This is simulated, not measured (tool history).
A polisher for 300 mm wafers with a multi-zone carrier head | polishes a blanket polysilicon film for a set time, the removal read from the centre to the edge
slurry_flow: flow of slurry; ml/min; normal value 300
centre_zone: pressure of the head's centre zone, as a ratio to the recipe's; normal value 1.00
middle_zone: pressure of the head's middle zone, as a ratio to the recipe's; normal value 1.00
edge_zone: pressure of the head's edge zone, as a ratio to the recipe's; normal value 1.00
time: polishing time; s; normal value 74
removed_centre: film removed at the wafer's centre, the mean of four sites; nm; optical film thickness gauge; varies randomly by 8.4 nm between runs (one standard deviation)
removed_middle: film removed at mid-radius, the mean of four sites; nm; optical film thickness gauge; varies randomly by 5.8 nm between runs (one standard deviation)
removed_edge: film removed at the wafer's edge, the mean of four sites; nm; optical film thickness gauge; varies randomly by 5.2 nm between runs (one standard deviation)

run	day	slurry_flow	centre_zone	middle_zone	edge_zone	time	incoming thickness of the incoming film, nm	removed_centre	removed_middle	removed_edge
1	0.000	300	1.00	1.00	1.00	74	2107.5	578.6	544.9	557.7
2	1.967	300	1.00	1.00	1.00	74	2071.2	553.6	556.6	560.0
3	4.917	300	1.00	1.00	0.95	96	2127.9	736.4	708.4	700.0
# day 5.079: edge zone pressure recalibrated
4	6.725	365	1.00	1.08	1.10	96	2120.9	757.6	787.6	784.7
5	9.467	300	1.00	1.00	1.00	74	2072.6	588.1	554.9	562.3
# day 9.925: worn pad replaced by a new one
# day 13.442: carrier head's membrane replaced by a new one
# day 16.917: slurry nozzle cleaned
6	17.488	300	1.00	1.00	1.00	74	2095.4	610.1	562.1	568.5
7	19.171	335	1.05	1.00	0.91	74	2095.9	665.5	565.6	541.3
# day 20.333: centre zone pressure recalibrated
8	20.825	205	1.00	1.08	1.00	74	2127.3	564.4	580.6	554.5
9	22.475	300	1.05	1.00	1.00	74	2089.3	617.8	554.4	550.4
10	30.867	300	0.94	1.11	1.09	89	2126.7	677.2	742.7	698.1
# day 32.667: edge zone pressure recalibrated
# day 32.854: worn pad replaced by a new one
11	33.283	300	1.00	1.00	1.00	74	2112.4	587.5	548.9	559.3
12	35.688	300	1.00	1.00	1.00	74	2133.6	603.8	543.0	557.4
# day 37.833: carrier head's membrane replaced by a new one
13	38.250	300	1.00	1.00	1.00	74	2114.3	609.3	558.0	565.2
14	40.521	300	1.00	1.00	1.00	81	2092.9	701.1	615.2	624.7
# day 42.033: centre zone pressure recalibrated
15	42.379	300	1.00	1.08	1.08	74	2083.8	570.5	589.5	586.4
16	43.546	225	1.00	1.00	0.89	51	2078.7	383.4	378.8	366.0
17	46.192	300	1.00	1.00	1.00	74	2067.6	567.3	551.1	561.6
# day 47.154: slurry nozzle cleaned
18	48.117	400	1.07	1.00	0.88	74	2087.6	631.7	560.3	538.9
19	51.004	300	1.00	1.00	1.03	86	2114.2	664.8	651.0	657.1
# day 51.996: worn pad replaced by a new one
20	53.158	300	1.00	0.88	1.12	74	2107.7	588.5	493.3	592.4
21	54.788	300	1.00	1.00	1.00	74	2130.3	584.4	563.2	556.3
22	56.750	300	1.12	1.04	1.00	74	2121.3	671.6	579.0	556.0
# day 60.096: edge zone pressure recalibrated
# day 60.692: carrier head's membrane replaced by a new one
23	62.125	300	0.92	1.00	1.00	74	2109.6	574.4	549.3	571.7

Predict each of these 3 candidate next runs independently; none follows another, all start after run 23:
A	62.142	300	1.00	1.00	1.00	74	2071.5	?	?	?
B	62.142	300	0.93	1.00	1.00	66	2071.5	?	?	?
C	62.142	300	0.93	1.00	1.00	74	2071.5	?	?	?

run	removed_centre	removed_middle	removed_edge
A	628.9	555.4	565.8
B	521.6	495.5	504.6
C	584.8	555.6	565.8
Had the tool no hidden state, the same runs would have come out as:
run	removed_centre	removed_middle	removed_edge
A	580.1	555.6	565.8
B	480.9	495.8	504.6
C	539.2	555.8	565.8
